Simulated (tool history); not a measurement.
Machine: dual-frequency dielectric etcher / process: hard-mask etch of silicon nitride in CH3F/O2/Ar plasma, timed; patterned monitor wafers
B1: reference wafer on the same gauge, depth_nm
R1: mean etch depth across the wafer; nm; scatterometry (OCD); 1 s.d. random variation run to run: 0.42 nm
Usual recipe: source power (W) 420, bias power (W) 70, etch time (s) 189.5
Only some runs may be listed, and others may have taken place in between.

Run 1, hour 0: usual settings; B1 152. Result: R1 140 nm.
Run 2, hour 14.7: usual settings; B1 152. Result: R1 140.4 nm.
Run 3, hour 59.4: usual settings; B1 152. Result: R1 140.8 nm.
Run 4, hour 65.5: usual settings; B1 152.1. Result: R1 141.2 nm.
Run 5, hour 82.3: usual settings; B1 152.1. Result: R1 141.1 nm.
Run 6, hour 111.5: usual settings; B1 152. Result: R1 142.1 nm.
Run 7, hour 126.2: usual settings; B1 151.9. Result: R1 141.7 nm.
At hour 136.9: bias power generator calibrated.
Run 8, hour 143.9: usual settings; B1 152.1. Result: R1 141.4 nm.
At hour 152.2: gauge calibrated.
Run 9, hour 159.9: usual settings; B1 152.2. Result: R1 142.4 nm.
Run 10, hour 172.7: usual settings; B1 152. Result: R1 142.7 nm.
At hour 198.3: source power generator calibrated.
At hour 210.5: upper electrode replaced.
Run 11, hour 211: usual settings; B1 151.9. Result: R1 142.4 nm.
Run 12, hour 211.4: usual settings but source power (W) 500; B1 152.2. Result: R1 152.3 nm.
Run 13, hour 211.8: usual settings but source power (W) 360; B1 152. Result: R1 134.6 nm.
Run 14, hour 212.4: usual settings; B1 151.8. Result: R1 143.1 nm.
Run 15, hour 223.2: usual settings but source power (W) 490, bias power (W) 83; B1 152.1. Result: R1 165.5 nm.
Run 16, hour 229.3: usual settings; B1 152.1. Result: R1 142.6 nm.
Run 17, hour 236.5: usual settings but etch time (s) 174.5; B1 152. Result: R1 132 nm.
At hour 276.3: wet clean of the chamber.
Run 18, hour 276.8: usual settings but bias power (W) 63, etch time (s) 226.5; B1 152. Result: R1 152.9 nm.
Run 19, hour 277.2: usual settings; B1 151.9. Result: R1 135.5 nm.
Run 20, hour 280.1: usual settings; B1 152. Result: R1 135.7 nm.
Run 21, hour 288.4: usual settings but source power (W) 490, bias power (W) 78, etch time (s) 167; B1 152. Result: R1 134.2 nm.
Run 22, hour 299.2: usual settings but source power (W) 370, etch time (s) 138; B1 152. Result: R1 94.7 nm.
Run 23, hour 311.7: usual settings but source power (W) 500, bias power (W) 80; B1 152. Result: R1 156.8 nm.
Run 24, hour 318.6: usual settings but source power (W) 500, etch time (s) 211; B1 151.9. Result: R1 163 nm.
Run 25, hour 330.9: usual settings; B1 152. Result: R1 136.6 nm.
Run 26, hour 341.8: usual settings but source power (W) 520, bias power (W) 82, etch time (s) 169; B1 152. Result: R1 143.8 nm.
Run 27, hour 352.4: usual settings but source power (W) 370, etch time (s) 144.5; B1 152. Result: R1 99.2 nm.
Run 28, hour 362.5: usual settings but source power (W) 480; B1 151.9. Result: R1 143.7 nm.
Run 29, hour 372.7: usual settings but source power (W) 390, bias power (W) 64, etch time (s) 233.5; B1 152.1. Result: R1 156.8 nm.

Here are 5 independent what-if runs from the current tool condition. What would each one return?
Run A, hour 373.2: usual settings; B1 ?. Result: R1 ?.
Run B, hour 373.2: usual settings but source power (W) 500, bias power (W) 55, etch time (s) 220.5; B1 ?. Result: R1 ?.
Run C, hour 373.2: usual settings but bias power (W) 55, etch time (s) 243.5; B1 ?. Result: R1 ?.
Run D, hour 373.2: usual settings but source power (W) 340, bias power (W) 83; B1 ?. Result: R1 ?.
Run E, hour 373.2: usual settings but source power (W) 390, bias power (W) 57, etch time (s) 220.5; B1 ?. Result: R1 ?.

run     B1     R1
  A  152.1  137.5
  B  152.1  149.4
  C  152.1  154.3
  D  152.1  139.4
  E  152.1  138.7
Had the tool no hidden state, the same runs would have come out as:
run     R1
  A  137.3
  B  149.3
  C  154.1
  D  139.2
  E  138.5
